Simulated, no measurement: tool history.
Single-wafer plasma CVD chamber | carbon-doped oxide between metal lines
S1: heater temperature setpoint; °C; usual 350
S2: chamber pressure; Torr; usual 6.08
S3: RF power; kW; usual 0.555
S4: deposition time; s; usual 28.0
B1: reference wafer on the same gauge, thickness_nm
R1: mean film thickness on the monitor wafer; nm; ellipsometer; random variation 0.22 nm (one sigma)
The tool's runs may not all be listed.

| run | hour | S1 | S2 | S3 | S4 | B1 | R1 |
|---|---|---|---|---|---|---|---|
| 1 | 0.0 | 350 | 6.08 | 0.555 | 28.0 | 126.979 | 140.827 |
| 2 | 10.2 | 350 | 6.08 | 0.555 | 28.0 | 126.994 | 140.228 |
| 3 | 23.2 | 350 | 6.08 | 0.555 | 23.9 | 127.021 | 119.917 |
| 4 | 33.9 | 350 | 6.08 | 0.555 | 23.9 | 126.914 | 119.949 |
| 5 | 44.9 | 350 | 6.08 | 0.555 | 23.9 | 127.044 | 119.721 |
| 6 | 59.9 | 350 | 6.08 | 0.555 | 28.0 | 126.956 | 139.630 |
|  | 73.4 | RF generator calibrated |
| 7 | 75.3 | 350 | 6.08 | 0.555 | 28.0 | 126.954 | 146.280 |
| 8 | 90.5 | 347 | 6.40 | 0.555 | 28.0 | 126.969 | 147.811 |
|  | 105.8 | thermocouple changed; heater temperature recalibrated |
| 9 | 106.3 | 347 | 6.40 | 0.555 | 28.0 | 127.021 | 150.690 |
| 10 | 122.8 | 360 | 5.57 | 0.455 | 32.9 | 127.024 | 142.608 |
|  | 133.8 | capacitance manometer re-zeroed and calibrated |
| 11 | 134.3 | 350 | 6.08 | 0.520 | 24.4 | 127.009 | 123.837 |
|  | 135.0 | gauge calibrated |
| 12 | 142.1 | 356 | 7.30 | 0.660 | 33.2 | 127.079 | 199.892 |
| 13 | 154.6 | 350 | 6.08 | 0.650 | 28.0 | 127.070 | 167.771 |
| 14 | 162.0 | 350 | 6.08 | 0.555 | 24.2 | 127.047 | 128.976 |
| 15 | 171.4 | 362 | 7.03 | 0.555 | 28.0 | 127.015 | 145.688 |
| 16 | 184.2 | 336 | 5.21 | 0.520 | 28.0 | 126.991 | 144.994 |
| 17 | 199.4 | 341 | 6.08 | 0.555 | 23.5 | 127.044 | 128.197 |
| 18 | 229.9 | 350 | 6.08 | 0.450 | 24.6 | 126.937 | 109.306 |
| 19 | 241.7 | 350 | 5.04 | 0.520 | 30.0 | 126.952 | 148.197 |
| 20 | 257.1 | 350 | 6.08 | 0.555 | 28.0 | 127.027 | 147.911 |
| 21 | 295.1 | 350 | 6.08 | 0.555 | 28.0 | 127.082 | 148.178 |
| 22 | 309.6 | 350 | 5.37 | 0.555 | 30.8 | 127.044 | 161.488 |
| 23 | 318.5 | 363 | 5.65 | 0.555 | 28.0 | 126.997 | 143.007 |
| 24 | 326.4 | 350 | 6.08 | 0.495 | 28.0 | 126.986 | 135.062 |
| 25 | 333.2 | 350 | 6.08 | 0.555 | 30.7 | 127.001 | 162.678 |
| 26 | 340.8 | 350 | 6.08 | 0.555 | 28.0 | 126.989 | 148.264 |
| 27 | 348.6 | 343 | 6.08 | 0.525 | 28.0 | 127.037 | 144.426 |
| 28 | 388.2 | 362 | 6.08 | 0.665 | 31.0 | 127.022 | 182.419 |
| 29 | 394.9 | 350 | 6.08 | 0.555 | 28.0 | 127.051 | 147.792 |

3 ways to go on from here, each from the tool as it stands after run 29. What would each give?
| A | 395.3 | 350 | 6.08 | 0.555 | 28.0 | ? | ? |
| B | 395.3 | 361 | 6.08 | 0.490 | 32.7 | ? | ? |
| C | 395.3 | 350 | 6.08 | 0.555 | 30.0 | ? | ? |

| run | B1 | R1 |
|---|---|---|
| A | 127.011 | 147.530 |
| B | 127.011 | 151.240 |
| C | 127.011 | 157.904 |
Without the tool's hidden state the same runs would have given:
| run | R1 |
|---|---|
| A | 148.408 |
| B | 152.144 |
| C | 158.845 |
